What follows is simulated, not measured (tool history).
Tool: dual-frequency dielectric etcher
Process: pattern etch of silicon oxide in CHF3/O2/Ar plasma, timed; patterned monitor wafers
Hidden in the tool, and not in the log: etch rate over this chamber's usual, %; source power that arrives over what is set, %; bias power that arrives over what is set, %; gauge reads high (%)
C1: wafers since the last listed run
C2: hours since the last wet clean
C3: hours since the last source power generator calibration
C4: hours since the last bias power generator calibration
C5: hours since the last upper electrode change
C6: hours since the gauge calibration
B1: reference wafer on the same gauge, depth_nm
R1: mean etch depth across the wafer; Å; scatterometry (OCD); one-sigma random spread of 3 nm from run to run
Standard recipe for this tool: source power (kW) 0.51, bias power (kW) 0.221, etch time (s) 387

run 1 day=0 | source_power_(kW)=0.51 bias_power_(kW)=0.221 etch_time_(s)=387 | C1=0 C2=381.8 C3=2691.8 C4=3741.1 C5=3455.1 C6=189.6 | B1=717.6 | R1=8196
run 2 day=0.988 | source_power_(kW)=0.51 bias_power_(kW)=0.221 etch_time_(s)=387 | C1=102 C2=405.5 C3=2715.5 C4=3764.8 C5=3478.8 C6=213.3 | B1=717 | R1=8250
-- day=2.562 wet clean of the chamber
run 3 day=2.583 | source_power_(kW)=0.51 bias_power_(kW)=0.221 etch_time_(s)=387 | C1=61 C2=0.5 C3=2753.8 C4=3803.1 C5=3517.1 C6=251.6 | B1=715.4 | R1=8179
run 4 day=3.083 | source_power_(kW)=0.51 bias_power_(kW)=0.221 etch_time_(s)=356 | C1=51 C2=12.5 C3=2765.8 C4=3815.1 C5=3529.1 C6=263.6 | B1=715.7 | R1=7525
run 5 day=3.829 | source_power_(kW)=0.51 bias_power_(kW)=0.221 etch_time_(s)=387 | C1=77 C2=30.4 C3=2783.7 C4=3833 C5=3547 C6=281.5 | B1=715.1 | R1=8219
run 6 day=4.933 | source_power_(kW)=0.51 bias_power_(kW)=0.221 etch_time_(s)=350 | C1=114 C2=56.9 C3=2810.2 C4=3859.5 C5=3573.5 C6=308 | B1=714.9 | R1=7414
run 7 day=5.467 | source_power_(kW)=0.51 bias_power_(kW)=0.221 etch_time_(s)=387 | C1=55 C2=69.7 C3=2823 C4=3872.3 C5=3586.3 C6=320.8 | B1=713.7 | R1=8203
run 8 day=5.983 | source_power_(kW)=0.55 bias_power_(kW)=0.221 etch_time_(s)=387 | C1=53 C2=82.1 C3=2835.4 C4=3884.7 C5=3598.7 C6=333.2 | B1=713.6 | R1=8561
run 9 day=6.529 | source_power_(kW)=0.51 bias_power_(kW)=0.221 etch_time_(s)=387 | C1=56 C2=95.2 C3=2848.5 C4=3897.8 C5=3611.8 C6=346.3 | B1=712.9 | R1=8206
run 10 day=7.217 | source_power_(kW)=0.51 bias_power_(kW)=0.221 etch_time_(s)=387 | C1=71 C2=111.7 C3=2865 C4=3914.3 C5=3628.3 C6=362.8 | B1=712.4 | R1=8213
-- day=8.875 upper electrode replaced
run 11 day=8.896 | source_power_(kW)=0.4 bias_power_(kW)=0.221 etch_time_(s)=387 | C1=70 C2=152 C3=2905.3 C4=3954.6 C5=0.5 C6=403.1 | B1=711.7 | R1=7015
run 12 day=9.129 | source_power_(kW)=0.59 bias_power_(kW)=0.192 etch_time_(s)=475.5 | C1=24 C2=157.6 C3=2910.9 C4=3960.2 C5=6.1 C6=408.7 | B1=711.2 | R1=10509
run 13 day=9.667 | source_power_(kW)=0.43 bias_power_(kW)=0.192 etch_time_(s)=308.5 | C1=55 C2=170.5 C3=2923.8 C4=3973.1 C5=19 C6=421.6 | B1=711 | R1=5578
run 14 day=10.188 | source_power_(kW)=0.58 bias_power_(kW)=0.221 etch_time_(s)=286.5 | C1=54 C2=183 C3=2936.3 C4=3985.6 C5=31.5 C6=434.1 | B1=711 | R1=6466
-- day=10.888 gauge calibrated
run 15 day=11.596 | source_power_(kW)=0.51 bias_power_(kW)=0.221 etch_time_(s)=387 | C1=146 C2=216.8 C3=2970.1 C4=4019.4 C5=65.3 C6=17 | B1=720.4 | R1=8260
run 16 day=12.379 | source_power_(kW)=0.51 bias_power_(kW)=0.221 etch_time_(s)=310 | C1=81 C2=235.6 C3=2988.9 C4=4038.2 C5=84.1 C6=35.8 | B1=719.3 | R1=6639
run 17 day=13.767 | source_power_(kW)=0.47 bias_power_(kW)=0.221 etch_time_(s)=296.5 | C1=143 C2=268.9 C3=3022.2 C4=4071.5 C5=117.4 C6=69.1 | B1=718.9 | R1=6005
-- day=15.217 source power generator calibrated
run 18 day=15.238 | source_power_(kW)=0.51 bias_power_(kW)=0.221 etch_time_(s)=387 | C1=135 C2=304.2 C3=0.5 C4=4106.8 C5=152.7 C6=104.4 | B1=718.1 | R1=8206
-- day=16.446 bias power generator calibrated
run 19 day=16.467 | source_power_(kW)=0.51 bias_power_(kW)=0.221 etch_time_(s)=387 | C1=110 C2=333.7 C3=30 C4=0.5 C5=182.2 C6=133.9 | B1=717.1 | R1=8238
run 20 day=17.367 | source_power_(kW)=0.51 bias_power_(kW)=0.238 etch_time_(s)=487.5 | C1=93 C2=355.3 C3=51.6 C4=22.1 C5=203.8 C6=155.5 | B1=716 | R1=10578
run 21 day=18.629 | source_power_(kW)=0.51 bias_power_(kW)=0.221 etch_time_(s)=387 | C1=130 C2=385.6 C3=81.9 C4=52.4 C5=234.1 C6=185.8 | B1=715.7 | R1=8189

Run 22, settings as shown, results not yet in. Your forecast:
run 22 day=19.212 | source_power_(kW)=0.46 bias_power_(kW)=0.221 etch_time_(s)=316.5 | C1=60 C2=399.6 C3=95.9 C4=66.4 C5=248.1 C6=199.8 | B1=? | R1=?

B1: 715.3
R1: 6324 Å
Minus the tool's unlogged condition, the same run would have read R1 6368 Å.
